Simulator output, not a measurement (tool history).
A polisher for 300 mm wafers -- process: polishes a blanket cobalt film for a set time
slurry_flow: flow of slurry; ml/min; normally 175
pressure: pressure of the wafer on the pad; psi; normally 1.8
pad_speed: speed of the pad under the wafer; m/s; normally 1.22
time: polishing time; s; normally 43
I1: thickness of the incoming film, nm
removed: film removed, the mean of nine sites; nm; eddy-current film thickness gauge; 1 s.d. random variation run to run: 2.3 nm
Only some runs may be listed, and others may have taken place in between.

Run 1, hour 0.0: usual settings; I1 666.4. Result: removed 201.6 nm.
Run 2, hour 89.9: usual settings; I1 675.7. Result: removed 200.5 nm.
Run 3, hour 134.1: usual settings; I1 677.8. Result: removed 204.3 nm.
Run 4, hour 177.2: usual settings; I1 669.5. Result: removed 203.3 nm.
Run 5, hour 283.3: usual settings; I1 675.5. Result: removed 197.8 nm.
Run 6, hour 332.0: usual settings; I1 667.7. Result: removed 196.4 nm.
Run 7, hour 374.3: usual settings but pressure 2.0 psi; I1 673.1. Result: removed 210.2 nm.
Run 8, hour 473.8: usual settings; I1 679.4. Result: removed 191.9 nm.
Run 9, hour 540.2: usual settings; I1 670.5. Result: removed 206.4 nm.
Run 10, hour 576.6: usual settings; I1 676.3. Result: removed 203.8 nm.
Run 11, hour 666.7: usual settings; I1 665.6. Result: removed 205.9 nm.
Run 12, hour 766.5: usual settings; I1 673.5. Result: removed 208.2 nm.
Run 13, hour 868.6: usual settings; I1 662.9. Result: removed 205.0 nm.
Run 14, hour 925.5: usual settings; I1 676.0. Result: removed 203.5 nm.
Run 15, hour 1230.9: usual settings but slurry_flow 150 ml/min, time 32 s; I1 674.4. Result: removed 151.0 nm.
Run 16, hour 1303.7: usual settings but slurry_flow 150 ml/min, time 32 s; I1 675.2. Result: removed 149.1 nm.
Run 17, hour 1373.2: usual settings but pressure 1.6 psi; I1 667.9. Result: removed 190.4 nm.
Run 18, hour 1428.0: usual settings but slurry_flow 155 ml/min, pressure 1.6 psi, pad_speed 0.82 m/s, time 38 s; I1 676.2. Result: removed 112.0 nm.
Run 19, hour 1726.5: usual settings but slurry_flow 150 ml/min, time 32 s; I1 680.9. Result: removed 141.6 nm.
Run 20, hour 1890.3: usual settings; I1 678.8. Result: removed 202.9 nm.
Run 21, hour 1992.8: usual settings but slurry_flow 195 ml/min, pressure 1.4 psi, pad_speed 1.58 m/s; I1 657.4. Result: removed 230.1 nm.
Run 22, hour 2094.7: usual settings but slurry_flow 235 ml/min, pad_speed 0.92 m/s; I1 673.2. Result: removed 157.4 nm.
Run 23, hour 2148.8: usual settings but pressure 1.6 psi, pad_speed 1.38 m/s; I1 664.4. Result: removed 210.2 nm.
Run 24, hour 2230.1: usual settings; I1 674.0. Result: removed 201.0 nm.
Run 25, hour 2292.7: usual settings but pressure 1.2 psi, pad_speed 0.88 m/s; I1 675.0. Result: removed 116.8 nm.
Run 26, hour 2329.8: usual settings; I1 661.5. Result: removed 195.9 nm.
Run 27, hour 2407.9: usual settings; I1 666.2. Result: removed 194.1 nm.
Run 28, hour 2485.5: usual settings but slurry_flow 140 ml/min, pressure 2.1 psi; I1 664.8. Result: removed 197.1 nm.
Run 29, hour 2551.2: usual settings but slurry_flow 230 ml/min, pressure 2.3 psi, pad_speed 1.00 m/s; I1 663.3. Result: removed 187.3 nm.
Run 30, hour 2642.2: usual settings but slurry_flow 145 ml/min, pressure 2.3 psi, pad_speed 1.48 m/s, time 28 s; I1 669.7. Result: removed 184.0 nm.
Run 31, hour 2715.2: usual settings but pad_speed 1.02 m/s; I1 670.9. Result: removed 172.0 nm.
Run 32, hour 2758.0: usual settings but time 32 s; I1 666.5. Result: removed 154.3 nm.
Run 33, hour 2848.2: usual settings but time 33 s; I1 673.2. Result: removed 157.2 nm.
Run 34, hour 2929.3: usual settings but pressure 1.4 psi, pad_speed 0.96 m/s; I1 676.4. Result: removed 137.7 nm.
Run 35, hour 3004.1: usual settings; I1 675.4. Result: removed 200.7 nm.
Run 36, hour 3060.3: usual settings but slurry_flow 200 ml/min, pad_speed 0.86 m/s, time 38 s; I1 669.0. Result: removed 127.7 nm.
Run 37, hour 3114.9: usual settings but pressure 1.6 psi; I1 671.7. Result: removed 185.3 nm.
Run 38, hour 3212.4: usual settings; I1 660.5. Result: removed 204.4 nm.

Not shown: 12 entries that the log had between the listed runs. Between which runs, and how does the tool's hidden state differ before and after?
Run 5 -> run 6: worn pad replaced by a new one (hour 294.1)
  slurry flow missing at the pad, %: 24.2 -> 28.2
  measured result minus the result with no hidden state, removed: -8.2 -> -9.9 nm
Run 8 -> run 9: slurry nozzle cleaned (hour 489.0)
  slurry flow missing at the pad, %: 42.2 -> 2.36
  measured result minus the result with no hidden state, removed: -17.5 -> -0.6 nm
Run 13 -> run 14: worn pad replaced by a new one (hour 916.6)
  slurry flow missing at the pad, %: 13.7 -> 17.5
  measured result minus the result with no hidden state, removed: -4.3 -> -5.6 nm
Run 14 -> run 15: head pressure recalibrated (hour 1102.0); slurry nozzle cleaned (hour 1212.3)
  slurry flow missing at the pad, %: 17.5 -> 4.17
  measured result minus the result with no hidden state, removed: -5.6 -> -0.9 nm
Run 18 -> run 19: worn pad replaced by a new one (hour 1520.1)
  slurry flow missing at the pad, %: 7.88 -> 25.4
  measured result minus the result with no hidden state, removed: -1.4 -> -7.1 nm
Run 19 -> run 20: slurry nozzle cleaned (hour 1833.6)
  slurry flow missing at the pad, %: 25.4 -> 5.8
  measured result minus the result with no hidden state, removed: -7.1 -> -1.7 nm
Run 23 -> run 24: head pressure recalibrated (hour 2225.2)
  slurry flow missing at the pad, %: 13.5 -> 18.2
  measured result minus the result with no hidden state, removed: -4.3 -> -5.9 nm
Run 25 -> run 26: worn pad replaced by a new one (hour 2315.3)
  slurry flow missing at the pad, %: 22.5 -> 25.3
  measured result minus the result with no hidden state, removed: -4.4 -> -8.6 nm
Run 29 -> run 30: slurry nozzle cleaned (hour 2592.9)
  slurry flow missing at the pad, %: 46.9 -> 5.04
  measured result minus the result with no hidden state, removed: -16.1 -> -1.5 nm
Run 36 -> run 37: worn pad replaced by a new one (hour 3076.0)
  slurry flow missing at the pad, %: 22.4 -> 26.7
  measured result minus the result with no hidden state, removed: -4.2 -> -8.7 nm
Run 37 -> run 38: slurry nozzle cleaned (hour 3200.0)
  slurry flow missing at the pad, %: 26.7 -> 1.79
  measured result minus the result with no hidden state, removed: -8.7 -> -0.5 nm
